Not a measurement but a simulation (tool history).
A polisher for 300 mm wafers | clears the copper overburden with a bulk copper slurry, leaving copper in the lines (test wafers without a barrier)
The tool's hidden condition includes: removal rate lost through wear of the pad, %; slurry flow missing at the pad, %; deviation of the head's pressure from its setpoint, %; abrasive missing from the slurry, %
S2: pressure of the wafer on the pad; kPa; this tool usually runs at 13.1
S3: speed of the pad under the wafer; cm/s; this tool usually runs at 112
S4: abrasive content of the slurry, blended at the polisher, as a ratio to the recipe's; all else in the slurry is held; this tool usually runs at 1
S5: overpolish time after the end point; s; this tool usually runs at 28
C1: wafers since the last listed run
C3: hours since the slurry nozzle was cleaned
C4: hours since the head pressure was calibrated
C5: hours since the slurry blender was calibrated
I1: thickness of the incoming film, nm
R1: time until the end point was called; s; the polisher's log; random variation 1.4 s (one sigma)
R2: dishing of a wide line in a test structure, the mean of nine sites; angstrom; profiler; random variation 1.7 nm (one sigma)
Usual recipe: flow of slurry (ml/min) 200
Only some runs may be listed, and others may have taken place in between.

{"run": 1, "hour": 0.0, "flow of slurry (ml/min)": 155, "S2": 13.1, "S3": 112, "S4": 1, "S5": 17, "C1": 0, "wafers polished on this pad": 5738, "C3": 106.2, "C4": 946.3, "C5": 182.4, "I1": 583.3, "R1": 99.2, "R2": 546}
{"hour": 89.1, "done": "worn pad replaced by a new one"}
{"run": 2, "hour": 89.6, "flow of slurry (ml/min)": 155, "S2": 13.1, "S3": 112, "S4": 1, "S5": 17, "C1": 612, "wafers polished on this pad": 3, "C3": 195.8, "C4": 1035.9, "C5": 272, "I1": 585.4, "R1": 101, "R2": 538}
{"run": 3, "hour": 162.5, "flow of slurry (ml/min)": 155, "S2": 13.1, "S3": 112, "S4": 1, "S5": 17, "C1": 521, "wafers polished on this pad": 525, "C3": 268.7, "C4": 1108.8, "C5": 344.9, "I1": 576.1, "R1": 102.4, "R2": 516}
{"hour": 244.3, "done": "head pressure recalibrated"}
{"run": 4, "hour": 268.6, "flow of slurry (ml/min)": 200, "S2": 13.1, "S3": 112, "S4": 1, "S5": 28, "C1": 744, "wafers polished on this pad": 1269, "C3": 374.8, "C4": 24.3, "C5": 451, "I1": 581.6, "R1": 98.1, "R2": 754}
{"run": 5, "hour": 342.3, "flow of slurry (ml/min)": 200, "S2": 13.1, "S3": 112, "S4": 1, "S5": 28, "C1": 527, "wafers polished on this pad": 1796, "C3": 448.5, "C4": 98, "C5": 524.7, "I1": 581, "R1": 101.3, "R2": 724}
{"run": 6, "hour": 428.2, "flow of slurry (ml/min)": 200, "S2": 16.5, "S3": 112, "S4": 1, "S5": 35, "C1": 614, "wafers polished on this pad": 2411, "C3": 534.4, "C4": 183.9, "C5": 610.6, "I1": 589.2, "R1": 79.9, "R2": 939}
{"run": 7, "hour": 471.1, "flow of slurry (ml/min)": 200, "S2": 13.1, "S3": 92, "S4": 0.75, "S5": 28, "C1": 306, "wafers polished on this pad": 2718, "C3": 577.3, "C4": 226.8, "C5": 653.5, "I1": 592, "R1": 138.1, "R2": 655}
{"run": 8, "hour": 544.9, "flow of slurry (ml/min)": 170, "S2": 15.2, "S3": 76, "S4": 0.9, "S5": 28, "C1": 527, "wafers polished on this pad": 3246, "C3": 651.1, "C4": 300.6, "C5": 727.3, "I1": 580.5, "R1": 144.2, "R2": 633}
{"hour": 556.5, "done": "slurry blender recalibrated"}
{"run": 9, "hour": 629.0, "flow of slurry (ml/min)": 140, "S2": 13.1, "S3": 136, "S4": 0.75, "S5": 17, "C1": 587, "wafers polished on this pad": 3833, "C3": 735.2, "C4": 384.7, "C5": 72.5, "I1": 582.7, "R1": 107.8, "R2": 521}
{"run": 10, "hour": 689.4, "flow of slurry (ml/min)": 200, "S2": 13.1, "S3": 112, "S4": 1, "S5": 28, "C1": 432, "wafers polished on this pad": 4265, "C3": 795.6, "C4": 445.1, "C5": 132.9, "I1": 574, "R1": 105.2, "R2": 690}
{"hour": 708.5, "done": "slurry nozzle cleaned"}
{"run": 11, "hour": 749.8, "flow of slurry (ml/min)": 200, "S2": 11.7, "S3": 112, "S4": 1, "S5": 28, "C1": 424, "wafers polished on this pad": 4690, "C3": 41.3, "C4": 505.5, "C5": 193.3, "I1": 577.6, "R1": 104.8, "R2": 699}
{"hour": 801.3, "done": "worn pad replaced by a new one"}
{"run": 12, "hour": 986.3, "flow of slurry (ml/min)": 200, "S2": 13.1, "S3": 112, "S4": 1, "S5": 28, "C1": 1662, "wafers polished on this pad": 1322, "C3": 277.8, "C4": 742, "C5": 429.8, "I1": 592.9, "R1": 100.9, "R2": 721}
{"run": 13, "hour": 1071.1, "flow of slurry (ml/min)": 170, "S2": 15.2, "S3": 76, "S4": 0.9, "S5": 28, "C1": 606, "wafers polished on this pad": 1929, "C3": 362.6, "C4": 826.8, "C5": 514.6, "I1": 583.2, "R1": 132.1, "R2": 661}
{"run": 14, "hour": 1151.3, "flow of slurry (ml/min)": 150, "S2": 13.1, "S3": 128, "S4": 1, "S5": 28, "C1": 573, "wafers polished on this pad": 2503, "C3": 442.8, "C4": 907, "C5": 594.8, "I1": 575.7, "R1": 93, "R2": 759}
{"run": 15, "hour": 1191.2, "flow of slurry (ml/min)": 140, "S2": 13.1, "S3": 130, "S4": 1, "S5": 28, "C1": 285, "wafers polished on this pad": 2788, "C3": 482.7, "C4": 946.9, "C5": 634.7, "I1": 577.3, "R1": 92.5, "R2": 751}
{"run": 16, "hour": 1265.3, "flow of slurry (ml/min)": 200, "S2": 11, "S3": 112, "S4": 1.25, "S5": 28, "C1": 530, "wafers polished on this pad": 3318, "C3": 556.8, "C4": 1021, "C5": 708.8, "I1": 578.9, "R1": 115.8, "R2": 661}
{"hour": 1319.0, "done": "slurry blender recalibrated"}
{"run": 17, "hour": 1348.8, "flow of slurry (ml/min)": 200, "S2": 13.1, "S3": 112, "S4": 1.15, "S5": 28, "C1": 582, "wafers polished on this pad": 3901, "C3": 640.3, "C4": 1104.5, "C5": 29.8, "I1": 592.1, "R1": 100.7, "R2": 761}
{"run": 18, "hour": 1401.8, "flow of slurry (ml/min)": 200, "S2": 15.9, "S3": 128, "S4": 1.15, "S5": 35, "C1": 379, "wafers polished on this pad": 4280, "C3": 693.3, "C4": 1157.5, "C5": 82.8, "I1": 581.1, "R1": 72, "R2": 988}
{"run": 19, "hour": 1475.2, "flow of slurry (ml/min)": 200, "S2": 13.1, "S3": 112, "S4": 0.8, "S5": 28, "C1": 525, "wafers polished on this pad": 4805, "C3": 766.7, "C4": 1230.9, "C5": 156.2, "I1": 580.5, "R1": 110.8, "R2": 672}
{"hour": 1495.6, "done": "worn pad replaced by a new one"}
{"hour": 1502.7, "done": "slurry nozzle cleaned"}
{"hour": 1521.8, "done": "head pressure recalibrated"}
{"run": 20, "hour": 1563.0, "flow of slurry (ml/min)": 265, "S2": 17.9, "S3": 112, "S4": 1.1, "S5": 37, "C1": 577, "wafers polished on this pad": 460, "C3": 60.3, "C4": 41.2, "C5": 244, "I1": 587, "R1": 64.5, "R2": 1049}
{"run": 21, "hour": 1665.9, "flow of slurry (ml/min)": 200, "S2": 13.1, "S3": 112, "S4": 1, "S5": 28, "C1": 736, "wafers polished on this pad": 1196, "C3": 163.2, "C4": 144.1, "C5": 346.9, "I1": 592, "R1": 94.3, "R2": 747}
{"run": 22, "hour": 1731.5, "flow of slurry (ml/min)": 260, "S2": 13.1, "S3": 88, "S4": 1, "S5": 43, "C1": 469, "wafers polished on this pad": 1666, "C3": 228.8, "C4": 209.7, "C5": 412.5, "I1": 577.5, "R1": 118.9, "R2": 785}
{"run": 23, "hour": 1819.8, "flow of slurry (ml/min)": 200, "S2": 13.1, "S3": 112, "S4": 1, "S5": 28, "C1": 631, "wafers polished on this pad": 2297, "C3": 317.1, "C4": 298, "C5": 500.8, "I1": 580.1, "R1": 95.3, "R2": 759}
{"run": 24, "hour": 1890.7, "flow of slurry (ml/min)": 260, "S2": 15.2, "S3": 112, "S4": 1, "S5": 28, "C1": 507, "wafers polished on this pad": 2804, "C3": 388, "C4": 368.9, "C5": 571.7, "I1": 587.5, "R1": 81.6, "R2": 831}
{"run": 25, "hour": 1994.0, "flow of slurry (ml/min)": 200, "S2": 14.5, "S3": 112, "S4": 0.7, "S5": 28, "C1": 738, "wafers polished on this pad": 3543, "C3": 491.3, "C4": 472.2, "C5": 675, "I1": 578.1, "R1": 99.2, "R2": 765}
{"run": 26, "hour": 2036.2, "flow of slurry (ml/min)": 200, "S2": 14.5, "S3": 112, "S4": 1, "S5": 28, "C1": 301, "wafers polished on this pad": 3845, "C3": 533.5, "C4": 514.4, "C5": 717.2, "I1": 585.7, "R1": 88.6, "R2": 806}
{"hour": 2057.7, "done": "slurry blender recalibrated"}
{"run": 27, "hour": 2144.0, "flow of slurry (ml/min)": 200, "S2": 13.1, "S3": 150, "S4": 1, "S5": 15, "C1": 756, "wafers polished on this pad": 4602, "C3": 641.3, "C4": 622.2, "C5": 86.3, "I1": 589.6, "R1": 78.2, "R2": 618}
{"hour": 2299.9, "done": "slurry nozzle cleaned"}
{"hour": 2383.7, "done": "worn pad replaced by a new one"}
{"run": 28, "hour": 2406.1, "flow of slurry (ml/min)": 255, "S2": 13.1, "S3": 82, "S4": 1, "S5": 28, "C1": 1838, "wafers polished on this pad": 159, "C3": 106.2, "C4": 884.3, "C5": 348.4, "I1": 579.3, "R1": 127, "R2": 678}

A few steps of R1 between consecutive runs. Split each: what settings, incoming material and random variation would produce without the hidden state, and what is left over for the hidden state, along with gauge scatter present in only one of the two compared results (measured, and without hidden state):
Run 6 -> 7: S2 16.5 -> 13.1, S3 112 -> 92, S4 1 -> 0.75, S5 35 -> 28. R1 +58.2 s: hidden state +5.5, all else +52.7.
Run 10 -> 11: S2 13.1 -> 11.7, slurry nozzle cleaned. R1 -0.4 s: hidden state -13.4, all else +13.
Run 19 -> 20: flow of slurry (ml/min) 200 -> 265, S2 13.1 -> 17.9, S4 0.8 -> 1.1, S5 28 -> 37, worn pad replaced by a new one, slurry nozzle cleaned, head pressure recalibrated. R1 -46.3 s: hidden state -11, all else -35.3.
Run 27 -> 28: flow of slurry (ml/min) 200 -> 255, S3 150 -> 82, S5 15 -> 28, slurry nozzle cleaned, worn pad replaced by a new one. R1 +48.8 s: hidden state -4.5, all else +53.3.

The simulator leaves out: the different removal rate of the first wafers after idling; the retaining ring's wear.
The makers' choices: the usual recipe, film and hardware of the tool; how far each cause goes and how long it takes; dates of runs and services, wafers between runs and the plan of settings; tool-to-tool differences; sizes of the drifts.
